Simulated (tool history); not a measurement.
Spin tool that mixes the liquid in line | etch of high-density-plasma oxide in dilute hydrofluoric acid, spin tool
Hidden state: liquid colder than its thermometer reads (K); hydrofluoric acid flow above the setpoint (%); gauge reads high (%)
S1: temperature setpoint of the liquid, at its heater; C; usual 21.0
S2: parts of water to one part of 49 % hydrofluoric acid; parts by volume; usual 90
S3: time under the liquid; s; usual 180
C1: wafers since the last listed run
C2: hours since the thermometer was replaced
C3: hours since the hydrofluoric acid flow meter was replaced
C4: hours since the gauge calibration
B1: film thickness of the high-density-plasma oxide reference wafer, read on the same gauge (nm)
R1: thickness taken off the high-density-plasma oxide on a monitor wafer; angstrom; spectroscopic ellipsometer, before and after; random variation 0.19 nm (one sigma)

Run 1, day 0.000: usual settings; C1 0; C2 2395.0; C3 997.1; C4 1417.2; B1 29.99. Result: R1 188.9 angstrom.
Run 2, day 4.279: usual settings; C1 1008; C2 2497.7; C3 1099.8; C4 1519.9; B1 29.99. Result: R1 192.7 angstrom.
At day 5.583: thermometer replaced.
Run 3, day 11.908: usual settings; C1 1788; C2 151.8; C3 1282.9; C4 1703.0; B1 30.01. Result: R1 183.0 angstrom.
Run 4, day 15.546: usual settings; C1 857; C2 239.1; C3 1370.2; C4 1790.3; B1 30.01. Result: R1 183.7 angstrom.
Run 5, day 18.192: usual settings; C1 623; C2 302.6; C3 1433.7; C4 1853.8; B1 30.00. Result: R1 182.8 angstrom.
Run 6, day 22.029: usual settings; C1 904; C2 394.7; C3 1525.8; C4 1945.9; B1 29.98. Result: R1 179.0 angstrom.
Run 7, day 26.221: usual settings but S2 60 parts by volume; C1 988; C2 495.3; C3 1626.4; C4 2046.5; B1 30.00. Result: R1 278.1 angstrom.
Run 8, day 30.404: usual settings; C1 986; C2 595.7; C3 1726.8; C4 2146.9; B1 30.01. Result: R1 179.9 angstrom.
Run 9, day 33.054: usual settings; C1 624; C2 659.3; C3 1790.4; C4 2210.5; B1 30.01. Result: R1 177.6 angstrom.
At day 36.283: thermometer replaced, repeated, since the last time left the tool worse.
Run 10, day 37.242: usual settings but S1 23.0 C; C1 977; C2 23.0; C3 1890.9; C4 2311.0; B1 30.01. Result: R1 220.4 angstrom.
Run 11, day 39.433: usual settings but S1 19.5 C, S2 55 parts by volume, S3 145 s; C1 516; C2 75.6; C3 1943.5; C4 2363.6; B1 30.00. Result: R1 263.1 angstrom.
Run 12, day 43.471: usual settings; C1 951; C2 172.5; C3 2040.4; C4 2460.5; B1 30.00. Result: R1 197.9 angstrom.
Run 13, day 45.146: usual settings but S1 24.0 C, S2 125 parts by volume, S3 240 s; C1 394; C2 212.7; C3 2080.6; C4 2500.7; B1 30.00. Result: R1 209.0 angstrom.
Run 14, day 49.325: usual settings but S1 25.0 C; C1 985; C2 313.0; C3 2180.9; C4 2601.0; B1 30.00. Result: R1 236.3 angstrom.
Run 15, day 52.712: usual settings; C1 798; C2 394.3; C3 2262.2; C4 2682.3; B1 30.00. Result: R1 201.9 angstrom.
Run 16, day 54.388: usual settings but S1 26.0 C; C1 394; C2 434.5; C3 2302.4; C4 2722.5; B1 29.99. Result: R1 244.3 angstrom.
Run 17, day 57.096: usual settings but S1 18.5 C; C1 638; C2 499.5; C3 2367.4; C4 2787.5; B1 30.00. Result: R1 181.2 angstrom.
Run 18, day 60.538: usual settings but S1 25.5 C, S2 55 parts by volume, S3 90 s; C1 811; C2 582.1; C3 2450.0; C4 2870.1; B1 30.00. Result: R1 206.8 angstrom.
At day 64.050: hydrofluoric acid flow meter replaced.
Run 19, day 64.454: usual settings but S1 18.0 C, S3 250 s; C1 913; C2 676.1; C3 9.7; C4 2964.1; B1 30.00. Result: R1 250.8 angstrom.
Run 20, day 67.371: usual settings; C1 687; C2 746.1; C3 79.7; C4 3034.1; B1 30.00. Result: R1 200.6 angstrom.
At day 68.679: gauge calibrated.
Run 21, day 71.012: usual settings but S1 24.0 C; C1 858; C2 833.5; C3 167.1; C4 56.0; B1 30.02. Result: R1 223.8 angstrom.
Run 22, day 74.583: usual settings but S1 17.0 C, S2 115 parts by volume, S3 250 s; C1 841; C2 919.2; C3 252.8; C4 141.7; B1 30.00. Result: R1 175.7 angstrom.
Run 23, day 76.267: usual settings; C1 396; C2 959.6; C3 293.2; C4 182.1; B1 30.01. Result: R1 199.7 angstrom.
Run 24, day 78.662: usual settings but S1 19.0 C, S2 110 parts by volume, S3 220 s; C1 564; C2 1017.1; C3 350.7; C4 239.6; B1 30.01. Result: R1 179.5 angstrom.
Run 25, day 82.842: usual settings but S2 50 parts by volume; C1 985; C2 1117.4; C3 451.0; C4 339.9; B1 29.99. Result: R1 372.7 angstrom.
Run 26, day 84.600: usual settings but S3 105 s; C1 414; C2 1159.6; C3 493.2; C4 382.1; B1 29.99. Result: R1 117.0 angstrom.
Run 27, day 86.529: usual settings; C1 454; C2 1205.9; C3 539.5; C4 428.4; B1 30.00. Result: R1 199.2 angstrom.
Run 28, day 89.883: usual settings but S1 19.0 C; C1 790; C2 1286.4; C3 620.0; C4 508.9; B1 29.99. Result: R1 179.2 angstrom.
Run 29, day 93.508: usual settings but S1 19.0 C, S2 75 parts by volume, S3 85 s; C1 854; C2 1373.4; C3 707.0; C4 595.9; B1 30.00. Result: R1 104.7 angstrom.
Run 30, day 97.100: usual settings but S2 120 parts by volume, S3 145 s; C1 846; C2 1459.6; C3 793.2; C4 682.1; B1 30.00. Result: R1 113.9 angstrom.
Run 31, day 100.208: usual settings but S1 18.0 C, S3 145 s; C1 732; C2 1534.2; C3 867.8; C4 756.7; B1 29.99. Result: R1 138.8 angstrom.
Run 32, day 103.100: usual settings; C1 681; C2 1603.6; C3 937.2; C4 826.1; B1 30.00. Result: R1 193.0 angstrom.

The tool's hidden state at each run:
hydrofluoric acid flow above the setpoint (%): 0 in every run
gauge reads high (%): 0 in every run
H1: liquid colder than its thermometer reads (K)
run     H1
  1   1.54
  2   1.61
  3   2.89
  4   2.95
  5   2.99
  6   3.05
  7   3.11
  8   3.17
  9   3.21
 10  0.125
 11  0.158
 12  0.219
 13  0.244
 14  0.307
 15  0.358
 16  0.383
 17  0.424
 18  0.476
 19  0.534
 20  0.578
 21  0.633
 22  0.687
 23  0.712
 24  0.748
 25  0.811
 26  0.838
 27  0.867
 28  0.917
 29  0.972
 30   1.03
 31   1.07
 32   1.12
